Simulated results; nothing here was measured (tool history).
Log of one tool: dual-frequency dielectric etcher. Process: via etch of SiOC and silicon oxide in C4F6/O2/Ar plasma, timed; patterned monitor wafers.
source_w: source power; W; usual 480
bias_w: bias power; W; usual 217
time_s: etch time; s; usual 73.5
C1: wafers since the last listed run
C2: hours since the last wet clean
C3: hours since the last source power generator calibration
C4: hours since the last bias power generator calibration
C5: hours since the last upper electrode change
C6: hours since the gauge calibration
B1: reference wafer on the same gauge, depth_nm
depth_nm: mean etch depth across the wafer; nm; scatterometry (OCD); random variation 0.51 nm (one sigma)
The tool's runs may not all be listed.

{"run": 1, "day": 0.0, "source_w": 480, "bias_w": 238, "time_s": 73.5, "C1": 0, "C2": 343.9, "C3": 1539.3, "C4": 3823.4, "C5": 3214.5, "C6": 192.6, "B1": 106.9, "depth_nm": 94.3}
{"run": 2, "day": 0.375, "source_w": 480, "bias_w": 217, "time_s": 73.5, "C1": 142, "C2": 352.9, "C3": 1548.3, "C4": 3832.4, "C5": 3223.5, "C6": 201.6, "B1": 106.9, "depth_nm": 92.3}
{"run": 3, "day": 1.092, "source_w": 480, "bias_w": 217, "time_s": 73.5, "C1": 273, "C2": 370.1, "C3": 1565.5, "C4": 3849.6, "C5": 3240.7, "C6": 218.8, "B1": 106.9, "depth_nm": 91.9}
{"day": 1.479, "done": "bias power generator calibrated"}
{"run": 4, "day": 1.562, "source_w": 480, "bias_w": 217, "time_s": 90, "C1": 115, "C2": 381.4, "C3": 1576.8, "C4": 2, "C5": 3252, "C6": 230.1, "B1": 107.1, "depth_nm": 113.4}
{"day": 2.871, "done": "wet clean of the chamber"}
{"run": 5, "day": 2.892, "source_w": 480, "bias_w": 217, "time_s": 90, "C1": 125, "C2": 0.5, "C3": 1608.7, "C4": 33.9, "C5": 3283.9, "C6": 262, "B1": 107, "depth_nm": 117.3}
{"run": 6, "day": 2.904, "source_w": 480, "bias_w": 240, "time_s": 73.5, "C1": 4, "C2": 0.8, "C3": 1609, "C4": 34.2, "C5": 3284.2, "C6": 262.3, "B1": 106.9, "depth_nm": 97.8}
{"run": 7, "day": 3.117, "source_w": 480, "bias_w": 240, "time_s": 73.5, "C1": 81, "C2": 5.9, "C3": 1614.1, "C4": 39.3, "C5": 3289.3, "C6": 267.4, "B1": 106.9, "depth_nm": 97.8}
{"run": 8, "day": 3.654, "source_w": 480, "bias_w": 202, "time_s": 73.5, "C1": 204, "C2": 18.8, "C3": 1627, "C4": 52.2, "C5": 3302.2, "C6": 280.3, "B1": 107, "depth_nm": 94.1}
{"run": 9, "day": 4.129, "source_w": 400, "bias_w": 217, "time_s": 73.5, "C1": 181, "C2": 30.2, "C3": 1638.4, "C4": 63.6, "C5": 3313.6, "C6": 291.7, "B1": 106.9, "depth_nm": 86.7}
{"run": 10, "day": 4.654, "source_w": 480, "bias_w": 257, "time_s": 60, "C1": 200, "C2": 42.8, "C3": 1651, "C4": 76.2, "C5": 3326.2, "C6": 304.3, "B1": 106.9, "depth_nm": 81.2}
{"day": 4.962, "done": "gauge calibrated"}
{"run": 11, "day": 5.129, "source_w": 480, "bias_w": 217, "time_s": 73.5, "C1": 181, "C2": 54.2, "C3": 1662.4, "C4": 87.6, "C5": 3337.6, "C6": 4, "B1": 107, "depth_nm": 95.1}
{"run": 12, "day": 7.183, "source_w": 480, "bias_w": 200, "time_s": 57, "C1": 783, "C2": 103.5, "C3": 1711.7, "C4": 136.9, "C5": 3386.9, "C6": 53.3, "B1": 106.9, "depth_nm": 71.6}
{"run": 13, "day": 7.558, "source_w": 390, "bias_w": 217, "time_s": 73.5, "C1": 142, "C2": 112.5, "C3": 1720.7, "C4": 145.9, "C5": 3395.9, "C6": 62.3, "B1": 107, "depth_nm": 86.3}
{"run": 14, "day": 8.025, "source_w": 370, "bias_w": 234, "time_s": 52.5, "C1": 177, "C2": 123.7, "C3": 1731.9, "C4": 157.1, "C5": 3407.1, "C6": 73.5, "B1": 107, "depth_nm": 60.8}
{"run": 15, "day": 8.421, "source_w": 480, "bias_w": 256, "time_s": 73.5, "C1": 150, "C2": 133.2, "C3": 1741.4, "C4": 166.6, "C5": 3416.6, "C6": 83, "B1": 106.8, "depth_nm": 98.7}
{"day": 9.588, "done": "source power generator calibrated"}
{"day": 9.962, "done": "upper electrode replaced"}
{"run": 16, "day": 9.983, "source_w": 480, "bias_w": 217, "time_s": 73.5, "C1": 388, "C2": 170.7, "C3": 9.5, "C4": 204.1, "C5": 0.5, "C6": 120.5, "B1": 106.9, "depth_nm": 93.5}
{"run": 17, "day": 9.996, "source_w": 540, "bias_w": 260, "time_s": 66, "C1": 4, "C2": 171, "C3": 9.8, "C4": 204.4, "C5": 0.8, "C6": 120.8, "B1": 106.9, "depth_nm": 93.4}
{"run": 18, "day": 10.225, "source_w": 480, "bias_w": 184, "time_s": 73.5, "C1": 87, "C2": 176.5, "C3": 15.3, "C4": 209.9, "C5": 6.3, "C6": 126.3, "B1": 106.8, "depth_nm": 90.3}
{"run": 19, "day": 10.821, "source_w": 540, "bias_w": 217, "time_s": 73.5, "C1": 227, "C2": 190.8, "C3": 29.6, "C4": 224.2, "C5": 20.6, "C6": 140.6, "B1": 106.9, "depth_nm": 99.1}
{"run": 20, "day": 11.533, "source_w": 400, "bias_w": 247, "time_s": 52.5, "C1": 271, "C2": 207.9, "C3": 46.7, "C4": 241.3, "C5": 37.7, "C6": 157.7, "B1": 107, "depth_nm": 63.8}
{"run": 21, "day": 12.238, "source_w": 480, "bias_w": 189, "time_s": 90.5, "C1": 268, "C2": 224.8, "C3": 63.6, "C4": 258.2, "C5": 54.6, "C6": 174.6, "B1": 107, "depth_nm": 111}
{"run": 22, "day": 12.629, "source_w": 480, "bias_w": 217, "time_s": 73.5, "C1": 149, "C2": 234.2, "C3": 73, "C4": 267.6, "C5": 64, "C6": 184, "B1": 107, "depth_nm": 92.7}
{"run": 23, "day": 12.979, "source_w": 480, "bias_w": 243, "time_s": 73.5, "C1": 133, "C2": 242.6, "C3": 81.4, "C4": 276, "C5": 72.4, "C6": 192.4, "B1": 107, "depth_nm": 96.1}
{"run": 24, "day": 13.433, "source_w": 480, "bias_w": 217, "time_s": 73.5, "C1": 173, "C2": 253.5, "C3": 92.3, "C4": 286.9, "C5": 83.3, "C6": 203.3, "B1": 106.8, "depth_nm": 92.5}
{"run": 25, "day": 13.892, "source_w": 540, "bias_w": 217, "time_s": 73.5, "C1": 174, "C2": 264.5, "C3": 103.3, "C4": 297.9, "C5": 94.3, "C6": 214.3, "B1": 106.8, "depth_nm": 98.2}
{"run": 26, "day": 14.35, "source_w": 480, "bias_w": 193, "time_s": 73.5, "C1": 174, "C2": 275.5, "C3": 114.3, "C4": 308.9, "C5": 105.3, "C6": 225.3, "B1": 106.9, "depth_nm": 90.7}
{"run": 27, "day": 14.871, "source_w": 420, "bias_w": 217, "time_s": 95, "C1": 198, "C2": 288, "C3": 126.8, "C4": 321.4, "C5": 117.8, "C6": 237.8, "B1": 107, "depth_nm": 113}
{"run": 28, "day": 15.217, "source_w": 560, "bias_w": 185, "time_s": 90.5, "C1": 131, "C2": 296.3, "C3": 135.1, "C4": 329.7, "C5": 126.1, "C6": 246.1, "B1": 107.2, "depth_nm": 118.2}
{"run": 29, "day": 15.633, "source_w": 570, "bias_w": 217, "time_s": 73.5, "C1": 158, "C2": 306.3, "C3": 145.1, "C4": 339.7, "C5": 136.1, "C6": 256.1, "B1": 106.9, "depth_nm": 100}
{"day": 15.879, "done": "gauge calibrated"}
{"run": 30, "day": 16.329, "source_w": 480, "bias_w": 217, "time_s": 73.5, "C1": 265, "C2": 323, "C3": 161.8, "C4": 356.4, "C5": 152.8, "C6": 10.8, "B1": 106.8, "depth_nm": 91.8}

The tool's hidden state at each run:
source power that arrives over what is set, %: 0 in every run
bias power that arrives over what is set, %: 0 in every run
gauge reads high (%): 0 in every run
H1: etch rate over this chamber's usual, %
run=1 H1=-3.39
run=2 H1=-3.48
run=3 H1=-3.65
run=4 H1=-3.77
run=5 H1=-0.374
run=6 H1=-0.377
run=7 H1=-0.429
run=8 H1=-0.56
run=9 H1=-0.676
run=10 H1=-0.804
run=11 H1=-0.92
run=12 H1=-1.42
run=13 H1=-1.51
run=14 H1=-1.63
run=15 H1=-1.72
run=16 H1=-2.11
run=17 H1=-2.11
run=18 H1=-2.17
run=19 H1=-2.31
run=20 H1=-2.48
run=21 H1=-2.66
run=22 H1=-2.75
run=23 H1=-2.84
run=24 H1=-2.95
run=25 H1=-3.06
run=26 H1=-3.17
run=27 H1=-3.3
run=28 H1=-3.38
run=29 H1=-3.49
run=30 H1=-3.66
